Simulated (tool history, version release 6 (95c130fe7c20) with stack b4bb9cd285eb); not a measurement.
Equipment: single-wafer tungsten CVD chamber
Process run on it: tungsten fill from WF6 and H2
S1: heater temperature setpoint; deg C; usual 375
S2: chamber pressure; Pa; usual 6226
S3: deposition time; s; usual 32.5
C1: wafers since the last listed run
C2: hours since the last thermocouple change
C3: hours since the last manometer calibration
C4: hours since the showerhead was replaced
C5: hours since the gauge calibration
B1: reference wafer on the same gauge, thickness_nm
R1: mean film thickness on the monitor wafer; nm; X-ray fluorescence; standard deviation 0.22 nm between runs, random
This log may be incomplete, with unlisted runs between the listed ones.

run,day,S1,S2,S3,C1,C2,C3,C4,C5,B1,R1
1,0.000,375,6226,29.4,0,966.4,311.6,6044.9,1318.5,61.553,61.211
2,3.117,375,6226,29.4,1989,1041.2,386.4,6119.7,1393.3,61.478,61.265
3,7.404,375,6226,32.5,2736,1144.1,489.3,6222.6,1496.2,61.527,67.921
4,10.750,375,6226,32.5,2135,1224.4,569.6,6302.9,1576.5,61.583,68.084
5,12.379,375,6226,32.5,1039,1263.5,608.7,6342.0,1615.6,61.502,67.669
6,15.446,375,6226,32.5,1957,1337.1,682.3,6415.6,1689.2,61.473,67.791
7,26.067,375,6226,32.5,6779,1592.0,937.2,6670.5,1944.1,61.440,67.263
8,30.054,375,6226,32.5,2545,1687.7,1032.9,6766.2,2039.8,61.386,67.996
# day 31.012: gauge calibrated
9,32.196,375,6226,32.5,1367,1739.1,1084.3,6817.6,28.4,63.200,69.721
10,34.158,375,6226,32.5,1252,1786.2,1131.4,6864.7,75.5,63.094,69.294
11,37.992,375,6226,32.5,2447,1878.2,1223.4,6956.7,167.5,62.853,68.908
12,40.642,375,6226,32.5,1691,1941.8,1287.0,7020.3,231.1,62.668,68.698
13,43.462,375,6226,32.5,1800,2009.5,1354.7,7088.0,298.8,62.540,69.064
14,45.962,375,6226,32.5,1595,2069.5,1414.7,7148.0,358.8,62.422,68.850
15,47.662,375,6226,32.5,1085,2110.3,1455.5,7188.8,399.6,62.371,68.700
# day 48.858: showerhead replaced
16,51.296,375,6226,29.4,2106,2197.5,1542.7,58.5,486.8,62.255,62.061
17,53.758,381,6226,32.5,1571,2256.6,1601.8,117.6,545.9,62.125,78.473
18,55.867,375,6226,32.5,1345,2307.2,1652.4,168.2,596.5,62.152,68.359
# day 57.538: capacitance manometer re-zeroed and calibrated
19,59.392,375,5533,32.5,2037,2391.8,44.5,252.8,681.1,61.959,62.975
# day 59.825: thermocouple changed; heater temperature recalibrated
20,63.579,385,6226,32.5,2460,90.1,145.0,353.3,781.6,61.913,84.240
21,66.062,375,7386,32.5,1585,149.7,204.6,412.9,841.2,61.843,75.860
22,69.133,360,5133,32.5,1960,223.4,278.3,486.6,914.9,61.773,42.234
23,72.817,369,6226,30.5,2351,311.8,366.7,575.0,1003.3,61.735,56.069
24,77.117,375,6226,32.5,2744,415.0,469.9,678.2,1106.5,61.629,67.611
25,79.383,382,5440,36.2,1446,469.4,524.3,732.6,1160.9,61.669,80.186
26,82.842,375,6226,32.5,2207,552.4,607.3,815.6,1243.9,61.631,67.978
27,86.308,369,5800,37.1,2212,635.6,690.5,898.8,1327.1,61.597,64.638
28,90.325,362,6893,36.4,2564,732.0,786.9,995.2,1423.5,61.556,60.459
29,91.967,385,4840,32.5,1047,771.4,826.3,1034.6,1462.9,61.604,69.871
30,94.146,382,5386,34.6,1391,823.7,878.6,1086.9,1515.2,61.573,76.065

Some steps in R1 between neighbouring runs. How much of each would the tool show without its hidden state too (settings, what came in, random variation), and how much is left for the hidden state, with any gauge scatter that isn't in both results?
What the log doesn't record here: wafer temperature above the value expected at the setpoint (K); true pressure above the setpoint (%); gauge reads high (%).
Run 8 -> 9: gauge calibrated. R1 +1.725 nm: hidden state +1.940, all else -0.215.
Run 16 -> 17: S1 375 -> 381, S3 29.4 -> 32.5. R1 +16.412 nm: hidden state -0.381, all else +16.793.
Run 19 -> 20: S1 375 -> 385, S2 5533 -> 6226, thermocouple changed; heater temperature recalibrated. R1 +21.265 nm: hidden state -0.574, all else +21.839.
Run 21 -> 22: S1 375 -> 360, S2 7386 -> 5133. R1 -33.626 nm: hidden state +0.745, all else -34.371.
